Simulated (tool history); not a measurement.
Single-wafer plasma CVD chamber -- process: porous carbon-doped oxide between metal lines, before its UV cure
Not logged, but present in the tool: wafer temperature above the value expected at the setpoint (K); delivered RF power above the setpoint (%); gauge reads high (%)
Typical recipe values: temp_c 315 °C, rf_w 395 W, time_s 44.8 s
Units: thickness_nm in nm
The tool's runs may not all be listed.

run,day,temp_c,rf_w,time_s,wafers since the last listed run,hours since the last thermocouple change,hours since the last RF generator calibration,hours since the showerhead was replaced,hours since the gauge calibration,"read-back reference wafer on the same gauge, thickness_nm",thickness_nm
1,0.000,315,340,47.2,0,2097.6,2185.8,8037.0,11.2,185.998,142.259
2,0.604,308,395,44.8,166,2112.1,2200.3,8051.5,25.7,185.898,165.359
3,1.000,308,395,44.8,109,2121.6,2209.8,8061.0,35.2,186.406,165.212
4,1.429,319,410,44.8,118,2131.9,2220.1,8071.3,45.5,186.241,158.920
5,2.179,315,395,44.8,206,2149.9,2238.1,8089.3,63.5,185.941,157.660
6,2.946,315,395,44.8,211,2168.3,2256.5,8107.7,81.9,186.177,156.625
7,3.617,315,395,44.8,184,2184.4,2272.6,8123.8,98.0,185.913,157.286
8,4.271,315,395,44.8,180,2200.1,2288.3,8139.5,113.7,185.834,155.844
9,4.838,315,395,44.8,156,2213.7,2301.9,8153.1,127.3,185.864,158.059
10,5.504,305,395,44.8,183,2229.7,2317.9,8169.1,143.3,185.881,167.017
11,6.108,305,395,44.8,166,2244.2,2332.4,8183.6,157.8,185.886,166.204
12,6.642,315,395,44.8,146,2257.0,2345.2,8196.4,170.6,186.410,157.188
# day 7.104: RF generator calibrated
13,7.125,315,395,44.8,41,2268.6,0.5,8208.0,182.2,186.096,167.353
14,7.529,315,395,44.8,111,2278.3,10.2,8217.7,191.9,185.920,167.328
15,8.142,315,395,51.1,168,2293.0,24.9,8232.4,206.6,185.972,190.303
16,8.725,315,395,51.1,160,2307.0,38.9,8246.4,220.6,186.150,190.608
17,9.362,315,395,44.8,175,2322.3,54.2,8261.7,235.9,186.008,167.025
# day 10.012: showerhead replaced
18,10.033,315,395,44.8,92,2338.4,70.3,0.5,252.0,186.006,167.390
19,10.392,311,395,36.5,98,2347.0,78.9,9.1,260.6,186.130,139.722
20,10.996,319,325,49.0,166,2361.5,93.4,23.6,275.1,186.195,146.163
21,11.588,301,325,37.0,162,2375.7,107.6,37.8,289.3,185.752,123.484
22,11.979,327,455,49.2,107,2385.1,117.0,47.2,298.7,186.292,195.247
# day 12.471: thermocouple changed; heater temperature recalibrated
23,12.692,315,325,41.3,104,5.3,134.1,64.3,315.8,185.891,125.913
24,13.371,327,395,44.8,187,21.6,150.4,80.6,332.1,186.119,155.346
# day 14.683: gauge calibrated
25,14.892,311,395,44.8,418,58.1,186.9,117.1,5.0,186.327,171.291
26,15.533,310,395,51.2,176,73.5,202.3,132.5,20.4,186.049,196.152
27,16.012,307,445,49.8,131,85.0,213.8,144.0,31.9,185.756,217.278
28,16.304,300,370,52.5,80,92.0,220.8,151.0,38.9,186.059,201.640
29,16.783,315,395,44.8,131,103.5,232.3,162.5,50.4,185.896,166.424
30,17.196,315,395,44.8,113,113.4,242.2,172.4,60.3,185.935,167.122
31,17.788,323,395,44.8,162,127.6,256.4,186.6,74.5,186.093,159.335
32,18.262,303,395,44.8,130,139.0,267.8,198.0,85.9,186.046,179.484
33,18.854,315,395,44.8,162,153.2,282.0,212.2,100.1,185.927,166.465
34,19.600,315,395,44.8,205,171.1,299.9,230.1,118.0,185.768,166.738
35,20.025,326,395,39.8,117,181.3,310.1,240.3,128.2,186.322,138.622

Hidden condition of the tool, last listed run before each entry between runs versus first listed run after:
Run 12 -> run 13: RF generator calibrated (day 7.104)
  delivered RF power above the setpoint (%): -8 -> -1.76
  measured less the result without the state, thickness_nm: -13.713 -> -2.911 nm
Run 17 -> run 18: showerhead replaced (day 10.012)
  no hidden state differs between the two runs
  measured less the result without the state, thickness_nm: -2.911 -> -2.923 nm
Run 22 -> run 23: thermocouple changed; heater temperature recalibrated (day 12.471)
  delivered RF power above the setpoint (%): -1.78 -> -1.79
  measured less the result without the state, thickness_nm: -2.982 -> -2.380 nm
Run 24 -> run 25: gauge calibrated (day 14.683)
  delivered RF power above the setpoint (%): -1.79 -> -1.81
  measured less the result without the state, thickness_nm: -2.751 -> -3.063 nm
